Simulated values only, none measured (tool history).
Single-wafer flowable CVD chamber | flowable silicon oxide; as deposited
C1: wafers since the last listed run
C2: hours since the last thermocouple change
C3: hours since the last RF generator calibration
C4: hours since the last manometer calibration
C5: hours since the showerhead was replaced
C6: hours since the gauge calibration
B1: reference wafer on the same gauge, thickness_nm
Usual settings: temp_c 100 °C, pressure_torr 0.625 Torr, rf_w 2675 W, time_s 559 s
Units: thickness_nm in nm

run 1 day=0 | temp_c=100 pressure_torr=0.625 rf_w=2675 time_s=559 | C1=0 C2=1538.5 C3=702.7 C4=2616.1 C5=2124.4 C6=519.1 | B1=227.999 | thickness_nm=265.085
-- day=0.404 thermocouple changed; heater temperature recalibrated
run 2 day=0.654 | temp_c=100 pressure_torr=0.625 rf_w=2675 time_s=559 | C1=20 C2=6 C3=718.4 C4=2631.8 C5=2140.1 C6=534.8 | B1=228.053 | thickness_nm=271.355
run 3 day=1.933 | temp_c=100 pressure_torr=0.738 rf_w=2675 time_s=559 | C1=80 C2=36.7 C3=749.1 C4=2662.5 C5=2170.8 C6=565.5 | B1=228.083 | thickness_nm=320.925
run 4 day=3.179 | temp_c=100 pressure_torr=0.738 rf_w=2675 time_s=559 | C1=77 C2=66.6 C3=779 C4=2692.4 C5=2200.7 C6=595.4 | B1=228.064 | thickness_nm=321.559
run 5 day=3.896 | temp_c=100 pressure_torr=0.661 rf_w=2675 time_s=559 | C1=44 C2=83.8 C3=796.2 C4=2709.6 C5=2217.9 C6=612.6 | B1=227.986 | thickness_nm=287.591
run 6 day=4.425 | temp_c=100 pressure_torr=0.661 rf_w=2675 time_s=559 | C1=33 C2=96.5 C3=808.9 C4=2722.3 C5=2230.6 C6=625.3 | B1=227.765 | thickness_nm=286.804
-- day=7.338 capacitance manometer re-zeroed and calibrated
run 7 day=7.838 | temp_c=100 pressure_torr=0.625 rf_w=2675 time_s=559 | C1=192 C2=178.4 C3=890.8 C4=12 C5=2312.5 C6=707.2 | B1=228.016 | thickness_nm=271.933
-- day=8.233 RF generator calibrated
run 8 day=8.529 | temp_c=100 pressure_torr=0.625 rf_w=2675 time_s=559 | C1=22 C2=195 C3=7.1 C4=28.6 C5=2329.1 C6=723.8 | B1=228.026 | thickness_nm=271.611
run 9 day=9.092 | temp_c=85 pressure_torr=0.625 rf_w=2675 time_s=559 | C1=35 C2=208.5 C3=20.6 C4=42.1 C5=2342.6 C6=737.3 | B1=228.038 | thickness_nm=464.853
run 10 day=10.158 | temp_c=111 pressure_torr=0.625 rf_w=3110 time_s=607 | C1=66 C2=234.1 C3=46.2 C4=67.7 C5=2368.2 C6=762.9 | B1=228.017 | thickness_nm=196.499
run 11 day=10.738 | temp_c=100 pressure_torr=0.686 rf_w=2235 time_s=487 | C1=36 C2=248 C3=60.1 C4=81.6 C5=2382.1 C6=776.8 | B1=228.059 | thickness_nm=255.296
run 12 day=12.196 | temp_c=88 pressure_torr=0.625 rf_w=2920 time_s=559 | C1=91 C2=283 C3=95.1 C4=116.6 C5=2417.1 C6=811.8 | B1=228.065 | thickness_nm=423.467
-- day=12.542 thermocouple changed; heater temperature recalibrated, repeated, since the last time left the tool worse
run 13 day=13.688 | temp_c=100 pressure_torr=0.667 rf_w=2675 time_s=491 | C1=72 C2=27.5 C3=130.9 C4=152.4 C5=2452.9 C6=847.6 | B1=227.922 | thickness_nm=243.665
run 14 day=15.1 | temp_c=92 pressure_torr=0.625 rf_w=3200 time_s=559 | C1=88 C2=61.4 C3=164.8 C4=186.3 C5=2486.8 C6=881.5 | B1=227.912 | thickness_nm=354.805
-- day=16.729 showerhead replaced
run 15 day=16.75 | temp_c=100 pressure_torr=0.625 rf_w=2675 time_s=559 | C1=82 C2=101 C3=204.4 C4=225.9 C5=0.5 C6=921.1 | B1=227.96 | thickness_nm=259.436
run 16 day=17.238 | temp_c=100 pressure_torr=0.625 rf_w=2675 time_s=559 | C1=30 C2=112.7 C3=216.1 C4=237.6 C5=12.2 C6=932.8 | B1=227.993 | thickness_nm=258.771
run 17 day=18.646 | temp_c=92 pressure_torr=0.506 rf_w=3180 time_s=644 | C1=88 C2=146.5 C3=249.9 C4=271.4 C5=46 C6=966.6 | B1=227.996 | thickness_nm=332.019
run 18 day=19.975 | temp_c=100 pressure_torr=0.625 rf_w=2675 time_s=559 | C1=83 C2=178.4 C3=281.8 C4=303.3 C5=77.9 C6=998.5 | B1=227.992 | thickness_nm=259.227
-- day=20.367 gauge calibrated
run 19 day=20.554 | temp_c=100 pressure_torr=0.575 rf_w=2405 time_s=612 | C1=36 C2=192.3 C3=295.7 C4=317.2 C5=91.8 C6=4.5 | B1=227.979 | thickness_nm=257.423
run 20 day=21.742 | temp_c=105 pressure_torr=0.579 rf_w=2275 time_s=559 | C1=74 C2=220.8 C3=324.2 C4=345.7 C5=120.3 C6=33 | B1=228.001 | thickness_nm=195.63
run 21 day=22.867 | temp_c=100 pressure_torr=0.545 rf_w=2675 time_s=559 | C1=70 C2=247.8 C3=351.2 C4=372.7 C5=147.3 C6=60 | B1=228.054 | thickness_nm=227.073
run 22 day=24.062 | temp_c=100 pressure_torr=0.625 rf_w=2675 time_s=559 | C1=74 C2=276.5 C3=379.9 C4=401.4 C5=176 C6=88.7 | B1=227.9 | thickness_nm=259.406
run 23 day=26.217 | temp_c=87 pressure_torr=0.703 rf_w=2390 time_s=645 | C1=134 C2=328.2 C3=431.6 C4=453.1 C5=227.7 C6=140.4 | B1=228.032 | thickness_nm=535.41
run 24 day=26.904 | temp_c=92 pressure_torr=0.746 rf_w=2245 time_s=609 | C1=43 C2=344.7 C3=448.1 C4=469.6 C5=244.2 C6=156.9 | B1=228.127 | thickness_nm=450.982
run 25 day=27.708 | temp_c=106 pressure_torr=0.55 rf_w=2675 time_s=559 | C1=50 C2=364 C3=467.4 C4=488.9 C5=263.5 C6=176.2 | B1=228.08 | thickness_nm=181.163
run 26 day=28.721 | temp_c=100 pressure_torr=0.625 rf_w=2675 time_s=559 | C1=63 C2=388.3 C3=491.7 C4=513.2 C5=287.8 C6=200.5 | B1=228.147 | thickness_nm=258.999
run 27 day=31.367 | temp_c=100 pressure_torr=0.473 rf_w=3130 time_s=559 | C1=165 C2=451.8 C3=555.2 C4=576.7 C5=351.3 C6=264 | B1=228.079 | thickness_nm=199.605
run 28 day=32.275 | temp_c=100 pressure_torr=0.625 rf_w=2675 time_s=559 | C1=56 C2=473.6 C3=577 C4=598.5 C5=373.1 C6=285.8 | B1=228.076 | thickness_nm=259.411
run 29 day=33.154 | temp_c=100 pressure_torr=0.625 rf_w=2505 time_s=559 | C1=55 C2=494.7 C3=598.1 C4=619.6 C5=394.2 C6=306.9 | B1=227.947 | thickness_nm=258.634

3 ways to go on from here, each from the tool as it stands after run 29. What would each give?
run A day=33.179 | temp_c=100 pressure_torr=0.625 rf_w=2325 time_s=559 | C1=1 C2=495.3 C3=598.7 C4=620.2 C5=394.8 C6=307.5 | B1=? | thickness_nm=?
run B day=33.179 | temp_c=109 pressure_torr=0.625 rf_w=2675 time_s=559 | C1=1 C2=495.3 C3=598.7 C4=620.2 C5=394.8 C6=307.5 | B1=? | thickness_nm=?
run C day=33.179 | temp_c=100 pressure_torr=0.625 rf_w=2875 time_s=559 | C1=1 C2=495.3 C3=598.7 C4=620.2 C5=394.8 C6=307.5 | B1=? | thickness_nm=?

run=A B1=227.853 thickness_nm=256.836
run=B B1=227.853 thickness_nm=184.868
run=C B1=227.853 thickness_nm=261.41
Without the tool's hidden state the same runs would have given:
run=A thickness_nm=255.227
run=B thickness_nm=183.733
run=C thickness_nm=259.771
